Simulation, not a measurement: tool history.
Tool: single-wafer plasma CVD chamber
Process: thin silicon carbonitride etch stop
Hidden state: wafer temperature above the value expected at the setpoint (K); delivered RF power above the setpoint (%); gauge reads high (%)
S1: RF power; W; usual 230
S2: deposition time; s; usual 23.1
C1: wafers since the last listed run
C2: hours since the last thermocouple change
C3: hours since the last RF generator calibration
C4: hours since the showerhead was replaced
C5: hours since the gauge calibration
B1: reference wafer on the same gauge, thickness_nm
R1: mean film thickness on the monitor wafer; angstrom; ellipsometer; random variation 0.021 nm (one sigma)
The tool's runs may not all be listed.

| run | day | S1 | S2 | C1 | C2 | C3 | C4 | C5 | B1 | R1 |
|---|---|---|---|---|---|---|---|---|---|---|
| 1 | 0.000 | 240 | 24.6 | 0 | 1234.2 | 1405.5 | 8450.9 | 319.8 | 14.905 | 145.32 |
| 2 | 0.329 | 230 | 23.1 | 235 | 1242.1 | 1413.4 | 8458.8 | 327.7 | 14.899 | 134.72 |
| 3 | 0.933 | 215 | 23.1 | 432 | 1256.6 | 1427.9 | 8473.3 | 342.2 | 14.895 | 132.88 |
| 4 | 1.583 | 230 | 23.1 | 465 | 1272.2 | 1443.5 | 8488.9 | 357.8 | 14.898 | 135.21 |
| 5 | 2.025 | 230 | 23.1 | 316 | 1282.8 | 1454.1 | 8499.5 | 368.4 | 14.896 | 135.16 |
| 6 | 2.483 | 230 | 23.1 | 328 | 1293.8 | 1465.1 | 8510.5 | 379.4 | 14.900 | 134.84 |
| 7 | 3.525 | 230 | 23.1 | 745 | 1318.8 | 1490.1 | 8535.5 | 404.4 | 14.906 | 135.07 |
| 8 | 4.238 | 230 | 21.4 | 509 | 1335.9 | 1507.2 | 8552.6 | 421.5 | 14.902 | 125.01 |
|  | 5.112 | showerhead replaced |
| 9 | 5.133 | 230 | 23.1 | 402 | 1357.4 | 1528.7 | 0.5 | 443.0 | 14.895 | 135.15 |
| 10 | 5.379 | 230 | 23.1 | 175 | 1363.3 | 1534.6 | 6.4 | 448.9 | 14.898 | 135.00 |
| 11 | 5.808 | 245 | 21.1 | 307 | 1373.6 | 1544.9 | 16.7 | 459.2 | 14.900 | 125.53 |
| 12 | 6.179 | 245 | 21.1 | 265 | 1382.5 | 1553.8 | 25.6 | 468.1 | 14.902 | 125.25 |
| 13 | 6.829 | 245 | 21.1 | 465 | 1398.1 | 1569.4 | 41.2 | 483.7 | 14.897 | 125.28 |
|  | 7.638 | thermocouple changed; heater temperature recalibrated |
| 14 | 7.658 | 230 | 23.1 | 354 | 0.5 | 1589.3 | 61.1 | 503.6 | 14.903 | 135.13 |
| 15 | 8.225 | 230 | 26.5 | 405 | 14.1 | 1602.9 | 74.7 | 517.2 | 14.897 | 154.69 |
| 16 | 8.800 | 190 | 20.5 | 411 | 27.9 | 1616.7 | 88.5 | 531.0 | 14.906 | 114.02 |
| 17 | 9.404 | 230 | 23.1 | 432 | 42.4 | 1631.2 | 103.0 | 545.5 | 14.902 | 134.86 |
| 18 | 9.938 | 205 | 26.6 | 381 | 55.2 | 1644.0 | 115.8 | 558.3 | 14.894 | 150.56 |
| 19 | 10.200 | 270 | 20.8 | 187 | 61.5 | 1650.3 | 122.1 | 564.6 | 14.902 | 126.02 |
| 20 | 10.504 | 205 | 26.7 | 217 | 68.8 | 1657.6 | 129.4 | 571.9 | 14.906 | 151.39 |
|  | 12.412 | RF generator calibrated |
| 21 | 12.600 | 210 | 24.6 | 1261 | 119.1 | 4.5 | 179.7 | 622.2 | 14.892 | 138.92 |
|  | 12.754 | gauge calibrated |
| 22 | 13.212 | 205 | 26.7 | 438 | 133.8 | 19.2 | 194.4 | 11.0 | 14.903 | 149.60 |
| 23 | 13.633 | 230 | 23.1 | 301 | 143.9 | 29.3 | 204.5 | 21.1 | 14.897 | 133.22 |
| 24 | 14.325 | 250 | 18.6 | 495 | 160.5 | 45.9 | 221.1 | 37.7 | 14.901 | 109.47 |
| 25 | 14.779 | 210 | 27.7 | 325 | 171.4 | 56.8 | 232.0 | 48.6 | 14.898 | 155.86 |
| 26 | 16.017 | 250 | 18.8 | 885 | 201.1 | 86.5 | 261.7 | 78.3 | 14.902 | 110.72 |
| 27 | 16.429 | 230 | 27.5 | 295 | 211.0 | 96.4 | 271.6 | 88.2 | 14.903 | 158.63 |
| 28 | 17.121 | 270 | 21.6 | 495 | 227.6 | 113.0 | 288.2 | 104.8 | 14.899 | 129.82 |
| 29 | 17.767 | 250 | 24.6 | 462 | 243.1 | 128.5 | 303.7 | 120.3 | 14.901 | 145.16 |
| 30 | 18.042 | 230 | 23.1 | 196 | 249.7 | 135.1 | 310.3 | 126.9 | 14.907 | 133.26 |
|  | 18.550 | RF generator calibrated, repeated, since the last time left the tool worse |
| 31 | 18.571 | 200 | 25.7 | 140 | 262.4 | 0.5 | 323.0 | 139.6 | 14.906 | 146.40 |
| 32 | 18.883 | 230 | 23.1 | 223 | 269.9 | 8.0 | 330.5 | 147.1 | 14.901 | 136.62 |
| 33 | 19.342 | 200 | 20.6 | 328 | 280.9 | 19.0 | 341.5 | 158.1 | 14.904 | 117.59 |
| 34 | 19.983 | 190 | 24.3 | 459 | 296.3 | 34.4 | 356.9 | 173.5 | 14.899 | 136.64 |
| 35 | 20.654 | 270 | 24.5 | 480 | 312.4 | 50.5 | 373.0 | 189.6 | 14.900 | 151.18 |

The same runs without the tool's hidden state, with the same run-to-run variation:
| run | R1 |
|---|---|
| 1 | 147.25 |
| 2 | 136.52 |
| 3 | 134.67 |
| 4 | 137.05 |
| 5 | 137.01 |
| 6 | 136.70 |
| 7 | 136.97 |
| 8 | 126.78 |
| 9 | 137.09 |
| 10 | 136.94 |
| 11 | 127.35 |
| 12 | 127.07 |
| 13 | 127.12 |
| 14 | 137.14 |
| 15 | 157.01 |
| 16 | 115.75 |
| 17 | 136.91 |
| 18 | 152.87 |
| 19 | 127.96 |
| 20 | 153.73 |
| 21 | 142.61 |
| 22 | 153.59 |
| 23 | 136.80 |
| 24 | 112.42 |
| 25 | 160.08 |
| 26 | 113.75 |
| 27 | 162.98 |
| 28 | 133.40 |
| 29 | 149.19 |
| 30 | 136.96 |
| 31 | 146.59 |
| 32 | 136.80 |
| 33 | 117.76 |
| 34 | 136.85 |
| 35 | 151.43 |
